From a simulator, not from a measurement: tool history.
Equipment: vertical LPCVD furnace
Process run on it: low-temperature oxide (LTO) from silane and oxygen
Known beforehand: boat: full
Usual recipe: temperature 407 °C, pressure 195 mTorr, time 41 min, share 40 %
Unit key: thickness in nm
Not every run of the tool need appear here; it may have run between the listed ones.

run     day  temperature  pressure  time  share  wafers since the last listed run  hours since the last temperature calibration  hours since the pressure gauge was zeroed  hours since the silane flow controller was replaced  hours since the gauge calibration  read-back reference wafer on the same gauge, thickness  thickness
  1       0          398       195    41     40                                 0                                        4281.4                                     4045.8                                               5209.5                              252.9                                                  285.21     313.59
  2   1.029          398       195    41     40                               291                                        4306.1                                     4070.5                                               5234.2                              277.6                                                  284.96     313.72
  3   1.783          398       195    41     40                               213                                        4324.2                                     4088.6                                               5252.3                              295.7                                                  285.06     314.16
  4   2.788          402       195    41     40                               284                                        4348.3                                     4112.7                                               5276.4                              319.8                                                  284.83     326.91
  5   3.771          407       195    41     40                               278                                        4371.9                                     4136.3                                                 5300                              343.4                                                  284.92     346.96
  6   4.658          407       195    41     40                               251                                        4393.2                                     4157.6                                               5321.3                              364.7                                                  284.88     346.88
  7     5.2          407       195    41     44                               153                                        4406.2                                     4170.6                                               5334.3                              377.7                                                  284.81     385.98
  8     5.9          407       195    41     40                               198                                          4423                                     4187.4                                               5351.1                              394.5                                                  284.87      346.7
  9   8.154          407       195    41     40                               639                                        4477.1                                     4241.5                                               5405.2                              448.6                                                  285.03     346.69
 10   8.892          407       195    41     40                               209                                        4494.8                                     4259.2                                               5422.9                              466.3                                                  285.23     347.21
 11   9.771          407       195    41     43                               249                                        4515.9                                     4280.3                                                 5444                              487.4                                                  284.99     376.81
 12  10.304          407       195    41     43                               151                                        4528.7                                     4293.1                                               5456.8                              500.2                                                  284.99     375.27
 13  12.408          407       195    41     40                               596                                        4579.2                                     4343.6                                               5507.3                              550.7                                                  284.98     346.97
 14  13.267          407       195    41     40                               243                                        4599.8                                     4364.2                                               5527.9                              571.3                                                   285.1     347.04
 15   13.95          401       195    41     40                               193                                        4616.2                                     4380.6                                               5544.3                              587.7                                                  285.09     325.76
     14.958  -- gauge calibrated
     15.796  -- silane flow controller replaced
 16  15.817          407       195    41     40                               245                                          4661                                     4425.4                                                  0.5                               20.6                                                  284.88     348.05
 17  15.983          411       245    57     43                                47                                          4665                                     4429.4                                                  4.5                               24.6                                                  284.93     678.74
 18  16.392          407       195    41     47                               115                                        4674.8                                     4439.2                                                 14.3                               34.4                                                  284.97     411.79
     18.579  -- thermocouples replaced and temperature profile calibrated
 19    18.6          407       195    41     40                               342                                           0.5                                     4492.2                                                 67.3                               87.4                                                  284.83     348.26
 20  18.762          407       195    41     40                                46                                           4.4                                     4496.1                                                 71.2                               91.3                                                  285.04     347.94
 21  19.325          407       195    41     40                               159                                          17.9                                     4509.6                                                 84.7                              104.8                                                  285.02     348.15
     20.379  -- pressure gauge zeroed
 22  20.604          414       195  33.5     48                                79                                          48.6                                        5.4                                                115.4                              135.5                                                  284.98     345.72
 23  21.508          410       210    41     40                               256                                          70.3                                       27.1                                                137.1                              157.2                                                  285.09     363.66
 24  22.254          398       195    41     40                               211                                          88.2                                         45                                                  155                              175.1                                                   285.2     296.57
 25  23.533          417       195    41     40                               362                                         118.9                                       75.7                                                185.7                              205.8                                                  284.96      364.4
 26  24.538          401       155  34.5     34                               284                                           143                                       99.8                                                209.8                              229.9                                                  284.99     166.49
 27  25.288          397       195    41     40                               212                                           161                                      117.8                                                227.8                              247.9                                                  285.23     293.12
 28  26.692          407       195    41     40                               398                                         194.7                                      151.5                                                261.5                              281.6                                                  285.06      326.9
 29  27.558          407       195  56.5     40                               245                                         215.5                                      172.3                                                282.3                              302.4                                                  285.13      451.6
 30  28.442          396       225    41     34                               250                                         236.7                                      193.5                                                303.5                              323.6                                                  284.97     272.71
 31  29.754          400       210    25     45                               372                                         268.2                                        225                                                  335                              355.1                                                  284.99     227.33

Same runs, no hidden state in the tool, same run-to-run variation:
The hidden state here: true tube temperature minus thermocouple reading, K; true pressure minus gauge reading, mTorr; deviation of the silane flow from its setpoint, %; gauge reads high (%).
run  thickness
  1     298.14
  2     298.19
  3     298.55
  4     310.59
  5     329.57
  6     329.42
  7      366.5
  8     329.15
  9     328.96
 10      329.4
 11      357.4
 12      355.9
 13      328.9
 14      328.9
 15     308.67
 16     329.65
 17     649.85
 18     389.96
 19     329.63
 20     329.32
 21     329.47
 22     348.25
 23     366.06
 24     298.62
 25      366.8
 26     167.81
 27     294.92
 28     328.79
 29     454.11
 30     273.97
 31     228.38
